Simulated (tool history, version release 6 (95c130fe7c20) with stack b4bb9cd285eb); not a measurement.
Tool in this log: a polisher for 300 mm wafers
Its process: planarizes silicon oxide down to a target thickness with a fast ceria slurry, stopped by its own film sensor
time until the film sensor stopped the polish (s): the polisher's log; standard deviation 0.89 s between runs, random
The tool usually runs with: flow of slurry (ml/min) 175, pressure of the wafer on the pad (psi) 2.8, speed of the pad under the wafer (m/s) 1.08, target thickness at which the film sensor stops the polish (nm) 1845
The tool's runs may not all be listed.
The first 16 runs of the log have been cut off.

run	hour	flow of slurry (ml/min)	pressure of the wafer on the pad (psi)	speed of the pad under the wafer (m/s)	target thickness at which the film sensor stops the polish (nm)	incoming thickness of the incoming film, nm	time until the film sensor stopped the polish (s)
17	1052.2	135	2.3	0.78	1576	2860.9	122.1
# hour 1083.2: slurry nozzle cleaned
# hour 1125.2: worn pad replaced by a new one
18	1147.9	175	2.8	1.08	1845	2860.1	59.1
19	1193.3	140	1.8	1.2	1660	2868.3	103.7
20	1240.7	235	3.6	0.8	1537	2873.7	70.9
21	1303.2	155	2	1.22	1845	2868.2	79.2
22	1399.6	175	3.5	1.2	1845	2906.8	46.9
23	1490.5	175	2.8	1.08	1845	2877.3	60.2
24	1533.2	175	2.8	1.4	1502	2854.5	65.9
# hour 1689.1: slurry nozzle cleaned
# hour 1707: head pressure recalibrated
25	1744.8	175	2.8	1.28	1845	2875.5	56.5
# hour 1785.2: worn pad replaced by a new one
26	1806.8	175	2.4	1.08	1845	2852.9	70.5
27	1875.3	175	2.8	1.08	1845	2814.6	57.9
28	1928.8	175	2.8	1.08	1845	2826.9	57.5
29	2007.5	175	2.8	1.08	1845	2857.9	60.4
30	2078.9	175	2.8	1.08	1603	2880.2	75.8
31	2179.3	175	2.8	0.9	1558	2885.6	87.9
32	2273.3	175	2.8	1.08	1845	2840	58.7
# hour 2341: worn pad replaced by a new one
33	2367.1	175	2.8	1.08	1845	2842	59.2
# hour 2380.7: head pressure recalibrated
# hour 2401.5: slurry nozzle cleaned
34	2417.9	120	2.8	1.08	1717	2826.8	71
35	2465.1	175	2.8	1.08	1845	2870.8	60.8
36	2555.5	195	2.8	1.08	1845	2812.8	55.7

Forecast each of these 4 alternatives for the next run:
A	2555.9	175	2.8	1.08	1845	2895.5	?
B	2555.9	175	2.8	1.22	1845	2895.5	?
C	2555.9	175	2.8	1.08	1651	2895.5	?
D	2555.9	135	2.8	0.76	1504	2895.5	?

run	time until the film sensor stopped the polish (s)
A	62.3
B	57.5
C	73.8
D	104.9
The same runs, with their run-to-run variation unchanged, on a tool lacking any hidden condition would have given:
run	time until the film sensor stopped the polish (s)
A	64.4
B	59.4
C	76.2
D	108
